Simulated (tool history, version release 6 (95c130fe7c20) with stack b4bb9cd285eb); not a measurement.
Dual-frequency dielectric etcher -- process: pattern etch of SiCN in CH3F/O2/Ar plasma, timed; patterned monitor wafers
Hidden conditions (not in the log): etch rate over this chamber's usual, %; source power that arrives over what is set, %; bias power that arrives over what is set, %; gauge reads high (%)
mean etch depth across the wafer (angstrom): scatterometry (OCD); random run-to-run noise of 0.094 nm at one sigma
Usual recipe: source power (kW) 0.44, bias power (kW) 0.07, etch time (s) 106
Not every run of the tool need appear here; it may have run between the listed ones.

run,hour,source power (kW),bias power (kW),etch time (s),wafers since the last listed run,hours since the last wet clean,hours since the last source power generator calibration,hours since the last bias power generator calibration,hours since the last upper electrode change,hours since the gauge calibration,"read-back reference wafer on the same gauge, depth_nm",mean etch depth across the wafer (angstrom)
1,0,0.44,0.07,106,0,349.6,2718.4,2802.3,3618.9,148.1,45.69,393.8
2,20.9,0.44,0.07,106,161,370.5,2739.3,2823.2,3639.8,169,45.7,396.9
3,52.8,0.44,0.07,106,246,402.4,2771.2,2855.1,3671.7,200.9,45.69,396.5
# hour 81.9: wet clean of the chamber
4,82.4,0.44,0.07,115,43,0.5,2800.8,2884.7,3701.3,230.5,45.73,412.7
5,86.6,0.44,0.07,115,32,4.7,2805,2888.9,3705.5,234.7,45.7,414.7
6,100.3,0.44,0.07,115,105,18.4,2818.7,2902.6,3719.2,248.4,45.73,415.2
7,120.3,0.44,0.07,106,154,38.4,2838.7,2922.6,3739.2,268.4,45.71,384.3
8,151.3,0.44,0.07,106,239,69.4,2869.7,2953.6,3770.2,299.4,45.69,384.5
# hour 161.4: gauge calibrated
9,178.5,0.44,0.07,106,210,96.6,2896.9,2980.8,3797.4,17.1,45.65,385.3
10,193.3,0.44,0.07,106,114,111.4,2911.7,2995.6,3812.2,31.9,45.74,385.2
11,214.6,0.44,0.07,106,164,132.7,2933,3016.9,3833.5,53.2,45.72,386.7
12,244.5,0.44,0.07,106,231,162.6,2962.9,3046.8,3863.4,83.1,45.66,387.2
# hour 273.4: upper electrode replaced
# hour 275.1: source power generator calibrated
13,275.6,0.53,0.063,127.5,41,193.7,0.5,3077.9,2.2,114.2,45.7,474.9
14,301.2,0.38,0.062,93.5,197,219.3,26.1,3103.5,27.8,139.8,45.69,318.1
15,317.7,0.47,0.054,86,127,235.8,42.6,3120,44.3,156.3,45.65,296.2
16,333.4,0.44,0.07,106,121,251.5,58.3,3135.7,60,172,45.7,389.6
# hour 355.7: bias power generator calibrated
17,369.2,0.44,0.07,115,245,287.3,94.1,13.5,95.8,207.8,45.75,421.7
18,447.5,0.49,0.085,106,605,365.6,172.4,91.8,174.1,286.1,45.7,431.5
# hour 473.2: wet clean of the chamber
19,473.7,0.44,0.052,83.5,17,0.5,198.6,118,200.3,312.3,45.7,273.8
20,483.2,0.44,0.065,106,73,10,208.1,127.5,209.8,321.8,45.7,371.4
# hour 493: gauge calibrated
21,514,0.39,0.077,130.5,238,40.8,238.9,158.3,240.6,21,45.71,469.4
22,535.6,0.36,0.064,106,166,62.4,260.5,179.9,262.2,42.6,45.69,353.3
23,562.7,0.38,0.086,125.5,209,89.5,287.6,207,289.3,69.7,45.68,465.7
24,595.1,0.44,0.07,106,250,121.9,320,239.4,321.7,102.1,45.72,381.6
25,622.7,0.51,0.07,106,213,149.5,347.6,267,349.3,129.7,45.72,399.5

Consider 5 possible next runs. They are alternatives, not a sequence: every one starts from the tool as it was left by run 25. What does each give?
A,623.1,0.44,0.07,106,3,149.9,348,267.4,349.7,130.1,?,?
B,623.1,0.44,0.082,106,3,149.9,348,267.4,349.7,130.1,?,?
C,623.1,0.44,0.07,97.5,3,149.9,348,267.4,349.7,130.1,?,?
D,623.1,0.44,0.07,135.5,3,149.9,348,267.4,349.7,130.1,?,?
E,623.1,0.44,0.07,84,3,149.9,348,267.4,349.7,130.1,?,?

run,"read-back reference wafer on the same gauge, depth_nm",mean etch depth across the wafer (angstrom)
A,45.69,383
B,45.69,403.2
C,45.69,352.3
D,45.69,489.6
E,45.69,303.5
With no hidden state in the tool, these same runs would have given:
run,mean etch depth across the wafer (angstrom)
A,380.4
B,400.5
C,349.9
D,486.3
E,301.4
